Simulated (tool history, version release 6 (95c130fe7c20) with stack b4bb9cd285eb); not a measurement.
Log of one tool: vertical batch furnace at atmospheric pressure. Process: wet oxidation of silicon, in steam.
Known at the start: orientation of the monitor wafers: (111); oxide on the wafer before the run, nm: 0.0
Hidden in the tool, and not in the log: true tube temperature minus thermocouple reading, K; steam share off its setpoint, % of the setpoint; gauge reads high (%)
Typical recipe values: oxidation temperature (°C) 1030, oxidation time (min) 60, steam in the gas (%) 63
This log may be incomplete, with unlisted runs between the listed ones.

run	hour	oxidation temperature (°C)	oxidation time (min)	steam in the gas (%)	wafers since the last listed run	hours since the last temperature calibration	hours since the steam generator was serviced	hours since the gauge calibration	read-back reference wafer on the same gauge, thickness	oxide thickness on the monitor wafer (angstrom)
1	0	1030	60	57	0	3594.7	3316.3	661.8	443.9	4586.7
2	15.2	1012	60	63	218	3609.9	3331.5	677	444.11	4390.2
3	29.4	1012	60	63	204	3624.1	3345.7	691.2	444.23	4395.1
4	61	1030	60	63	454	3655.7	3377.3	722.8	443.77	4842.1
5	77.4	1030	60	63	236	3672.1	3393.7	739.2	444.17	4841.8
6	93	1047	60	54	224	3687.7	3409.3	754.8	443.81	4809.1
7	117.2	1047	60	54	348	3711.9	3433.5	779	444	4823.7
8	136.7	1047	60	54	280	3731.4	3453	798.5	444	4809.5
9	160.5	1030	67	63	342	3755.2	3476.8	822.3	444.07	5187.7
10	188.3	1030	60	63	400	3783	3504.6	850.1	443.91	4827.4
11	214.2	1030	60	63	372	3808.9	3530.5	876	443.94	4842.2
12	228.1	1030	60	63	200	3822.8	3544.4	889.9	444.12	4872.2
13	256.5	1030	60	63	408	3851.2	3572.8	918.3	444.25	4843.1
# hour 283.9: gauge calibrated
14	304.8	1030	60	63	695	3899.5	3621.1	20.9	443.92	4839.4
15	324	1030	60	63	276	3918.7	3640.3	40.1	443.85	4834
16	356.5	1045	60	66	467	3951.2	3672.8	72.6	444.41	5333.1
17	371.6	1024	60	63	217	3966.3	3687.9	87.7	443.88	4694.8
18	384.1	1024	60	63	179	3978.8	3700.4	100.2	444.4	4694.1
19	470	1030	60	63	1236	4064.7	3786.3	186.1	444.16	4840.7
20	501.7	1030	60	63	456	4096.4	3818	217.8	443.97	4824.8
21	513.9	1014	82.5	67	175	4108.6	3830.2	230	444.21	5577.3
22	530	1012	52	58	231	4124.7	3846.3	246.1	443.65	3792.2
23	555.1	1017	82	72	361	4149.8	3871.4	271.2	443.95	5889.7
24	578.1	1030	60	63	331	4172.8	3894.4	294.2	444.04	4810.7
25	591.3	1045	70	63	190	4186	3907.6	307.4	443.82	5690.4
26	609.5	1052	41.5	71	262	4204.2	3925.8	325.6	444.03	4627.2
27	643.9	1030	68.5	68	495	4238.6	3960.2	360	443.74	5453.5
# hour 668.9: steam generator serviced
28	678.6	1030	60	63	154	4273.3	9.7	394.7	444.32	5101.1
29	693.9	1005	85.5	68	220	4288.6	25	410	443.82	5819.9
# hour 731: thermocouples replaced and temperature profile calibrated
30	731.5	1030	60	63	195	0.5	62.6	447.6	444.12	5117.6
31	752	1030	73	52	295	21	83.1	468.1	444.13	5126.8
32	784	1010	89	54	460	53	115.1	500.1	444.05	5291.4
33	816	1030	60	63	460	85	147.1	532.1	443.95	5096.2
34	833.5	1006	74.5	55	251	102.5	164.6	549.6	444.04	4708
35	845.7	1030	32	60	175	114.7	176.8	561.8	444.17	3355.7
36	873	1030	38.5	57	393	142	204.1	589.1	443.79	3641.1
37	893.5	1012	67.5	70	295	162.5	224.6	609.6	444.04	5295.9
38	918.2	1012	60	63	355	187.2	249.3	634.3	443.95	4599.2

Branching from run 38: 4 alternative next runs. What would each branch give?
A	922.9	1030	60	63	67	191.9	254	639	?	?
B	922.9	1049	60	55	67	191.9	254	639	?	?
C	922.9	1009	73.5	73	67	191.9	254	639	?	?
D	922.9	1006	60	58	67	191.9	254	639	?	?

run	read-back reference wafer on the same gauge, thickness	oxide thickness on the monitor wafer (angstrom)
A	443.75	5099.7
B	443.75	5161
C	443.75	5646.8
D	443.75	4242.6
With the hidden condition removed and each run's random variation left untouched, the same runs would have given:
run	oxide thickness on the monitor wafer (angstrom)
A	5122
B	5183
C	5671.8
D	4262.2
